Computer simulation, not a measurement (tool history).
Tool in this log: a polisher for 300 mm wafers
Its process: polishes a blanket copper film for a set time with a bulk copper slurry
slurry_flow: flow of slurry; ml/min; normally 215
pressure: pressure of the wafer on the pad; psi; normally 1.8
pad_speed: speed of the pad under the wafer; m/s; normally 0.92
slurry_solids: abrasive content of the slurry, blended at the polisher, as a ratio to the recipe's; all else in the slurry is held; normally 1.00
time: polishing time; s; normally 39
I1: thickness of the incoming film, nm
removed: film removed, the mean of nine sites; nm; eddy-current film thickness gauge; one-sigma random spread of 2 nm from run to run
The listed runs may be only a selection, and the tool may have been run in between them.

Run 1, hour 0.0: usual settings; I1 3059.5. Result: removed 177.8 nm.
Run 2, hour 48.0: usual settings; I1 3057.5. Result: removed 179.9 nm.
Run 3, hour 99.6: usual settings; I1 3117.0. Result: removed 178.7 nm.
At hour 110.8: worn pad replaced by a new one.
At hour 115.8: slurry blender recalibrated.
Run 4, hour 157.2: usual settings; I1 3098.4. Result: removed 175.5 nm.
Run 5, hour 195.2: usual settings; I1 3074.8. Result: removed 179.3 nm.
Run 6, hour 251.2: usual settings; I1 3049.2. Result: removed 174.0 nm.
Run 7, hour 296.1: usual settings; I1 3123.8. Result: removed 177.2 nm.
At hour 301.4: worn pad replaced by a new one.
At hour 301.7: slurry blender recalibrated.
Run 8, hour 357.1: usual settings; I1 3100.1. Result: removed 173.2 nm.
Run 9, hour 392.5: usual settings but pressure 1.4 psi; I1 3078.5. Result: removed 142.8 nm.
At hour 444.6: slurry nozzle cleaned.
Run 10, hour 458.5: usual settings but pressure 1.4 psi; I1 3066.8. Result: removed 156.4 nm.
At hour 464.9: worn pad replaced by a new one.
At hour 470.1: slurry blender recalibrated.
At hour 503.4: head pressure recalibrated.
Run 11, hour 505.3: usual settings but slurry_flow 240 ml/min, slurry_solids 0.85, time 49 s; I1 3100.1. Result: removed 228.9 nm.
Run 12, hour 531.2: usual settings but pad_speed 1.12 m/s; I1 3110.4. Result: removed 212.6 nm.
Run 13, hour 582.1: usual settings; I1 3048.9. Result: removed 183.4 nm.
Run 14, hour 622.2: usual settings but slurry_solids 1.10, time 29 s; I1 3065.1. Result: removed 137.6 nm.
At hour 679.2: slurry blender recalibrated.
At hour 679.7: worn pad replaced by a new one.
Run 15, hour 680.3: usual settings but pressure 1.2 psi, pad_speed 1.04 m/s, slurry_solids 0.85, time 43 s; I1 3060.0. Result: removed 152.9 nm.
Run 16, hour 730.3: usual settings but slurry_flow 260 ml/min, time 50 s; I1 3118.4. Result: removed 235.6 nm.
Run 17, hour 785.2: usual settings but slurry_flow 270 ml/min, time 30 s; I1 3086.0. Result: removed 141.5 nm.
Run 18, hour 839.0: usual settings but pressure 1.4 psi, slurry_solids 0.75; I1 3073.1. Result: removed 135.5 nm.
At hour 881.1: worn pad replaced by a new one.
Run 19, hour 885.5: usual settings but slurry_solids 0.75, time 51 s; I1 3028.0. Result: removed 215.4 nm.
At hour 891.4: slurry blender recalibrated.
Run 20, hour 950.0: usual settings; I1 3066.7. Result: removed 170.9 nm.

Alternative continuations, all from the tool just after run 20; predict every row:
Run A, hour 950.4: usual settings but slurry_flow 190 ml/min; I1 3063.3. Result: removed ?.
Run B, hour 950.4: usual settings but slurry_solids 0.70; I1 3063.3. Result: removed ?.
Run C, hour 950.4: usual settings but slurry_solids 1.10, time 31 s; I1 3063.3. Result: removed ?.
Run D, hour 950.4: usual settings but slurry_flow 160 ml/min, pressure 1.2 psi, pad_speed 0.66 m/s, slurry_solids 1.20; I1 3063.3. Result: removed ?.
Run E, hour 950.4: usual settings but slurry_flow 265 ml/min, pressure 1.6 psi, pad_speed 0.62 m/s; I1 3063.3. Result: removed ?.

run  removed
  A    163.9
  B    158.2
  C    137.0
  D     89.1
  E    116.9
What these runs would have given with no unlogged condition in the tool:
run  removed
  A    183.9
  B    175.1
  C    151.7
  D    102.2
  E    126.8
